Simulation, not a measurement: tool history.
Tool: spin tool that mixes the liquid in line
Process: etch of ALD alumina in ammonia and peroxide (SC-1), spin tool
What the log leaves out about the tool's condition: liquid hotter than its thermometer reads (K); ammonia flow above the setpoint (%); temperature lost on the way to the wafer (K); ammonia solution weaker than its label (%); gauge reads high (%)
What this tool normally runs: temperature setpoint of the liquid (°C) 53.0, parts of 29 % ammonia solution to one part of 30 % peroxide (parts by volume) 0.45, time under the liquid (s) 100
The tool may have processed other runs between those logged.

run	hour	temperature setpoint of the liquid (°C)	parts of 29 % ammonia solution to one part of 30 % peroxide (parts by volume)	time under the liquid (s)	wafers since the last listed run	hours since the thermometer was replaced	hours since the ammonia flow meter was replaced	hours since the heated supply line was repaired	hours since the drum of ammonia solution was connected	hours since the gauge calibration	read-back film thickness of the ALD alumina reference wafer, read on the same gauge (nm)	thickness taken off the ALD alumina on a monitor wafer (Å)
1	0.0	53.0	0.45	100	0	1635.4	862.4	1104.4	237.1	1019.3	60.04	58.7
2	48.5	53.0	0.45	100	252	1683.9	910.9	1152.9	285.6	1067.8	59.98	58.3
# hour 54.5: new drum of ammonia solution connected
3	87.2	53.0	0.45	100	196	1722.6	949.6	1191.6	32.7	1106.5	59.97	58.9
4	132.9	53.0	0.45	100	237	1768.3	995.3	1237.3	78.4	1152.2	60.00	58.8
5	169.8	53.0	0.45	100	191	1805.2	1032.2	1274.2	115.3	1189.1	59.97	58.8
6	229.8	53.0	0.45	100	312	1865.2	1092.2	1334.2	175.3	1249.1	59.99	58.6
7	258.2	53.0	0.45	100	147	1893.6	1120.6	1362.6	203.7	1277.5	60.00	58.5
8	312.1	53.0	0.45	100	280	1947.5	1174.5	1416.5	257.6	1331.4	59.98	58.3
9	361.8	53.0	0.40	100	258	1997.2	1224.2	1466.2	307.3	1381.1	60.01	57.8
# hour 404.1: new drum of ammonia solution connected
10	410.2	46.5	0.40	100	246	2045.6	1272.6	1514.6	6.1	1429.5	59.98	40.7
# hour 426.9: thermometer replaced
11	478.5	46.5	0.40	100	349	51.6	1340.9	1582.9	74.4	1497.8	59.99	40.7
12	521.8	61.5	0.40	60	225	94.9	1384.2	1626.2	117.7	1541.1	59.99	54.3
# hour 532.9: ammonia flow meter replaced
13	557.3	53.0	0.45	100	179	130.4	24.4	1661.7	153.2	1576.6	59.99	58.5
# hour 571.7: heated supply line repaired
14	584.9	53.0	0.45	100	138	158.0	52.0	13.2	180.8	1604.2	59.99	58.8
# hour 599.4: gauge calibrated
15	642.8	53.0	0.45	55	301	215.9	109.9	71.1	238.7	43.4	59.99	32.1
16	693.4	53.0	0.45	100	263	266.5	160.5	121.7	289.3	94.0	59.99	58.4
# hour 699.8: new drum of ammonia solution connected
17	736.4	53.0	0.40	100	218	309.5	203.5	164.7	36.6	137.0	60.00	58.1
18	778.8	53.0	0.60	125	220	351.9	245.9	207.1	79.0	179.4	60.01	75.4
19	835.6	53.0	0.55	140	295	408.7	302.7	263.9	135.8	236.2	59.98	83.5
20	895.3	59.0	0.45	50	310	468.4	362.4	323.6	195.5	295.9	59.99	39.9
21	958.8	45.0	0.35	85	330	531.9	425.9	387.1	259.0	359.4	59.99	31.2
22	994.6	53.0	0.45	40	186	567.7	461.7	422.9	294.8	395.2	59.98	23.3
23	1021.1	53.0	0.55	100	137	594.2	488.2	449.4	321.3	421.7	60.00	59.0
# hour 1056.9: new drum of ammonia solution connected
24	1072.8	47.5	0.45	150	263	645.9	539.9	501.1	15.9	473.4	60.04	65.5
25	1131.9	45.0	0.35	85	307	705.0	599.0	560.2	75.0	532.5	59.99	31.4
26	1288.6	62.0	0.35	125	814	861.7	755.7	716.9	231.7	689.2	60.04	114.0

3 ways to go on from here, each from the tool as it stands after run 26. What would each give?
A	1289.0	53.0	0.45	100	2	862.1	756.1	717.3	232.1	689.6	?	?
B	1289.0	60.5	0.35	100	2	862.1	756.1	717.3	232.1	689.6	?	?
C	1289.0	53.0	0.40	130	2	862.1	756.1	717.3	232.1	689.6	?	?

run	read-back film thickness of the ALD alumina reference wafer, read on the same gauge (nm)	thickness taken off the ALD alumina on a monitor wafer (Å)
A	59.99	58.7
B	59.99	85.0
C	59.99	75.5
Had the tool no hidden state, the same runs would have come out as:
run	thickness taken off the ALD alumina on a monitor wafer (Å)
A	59.2
B	85.8
C	76.2
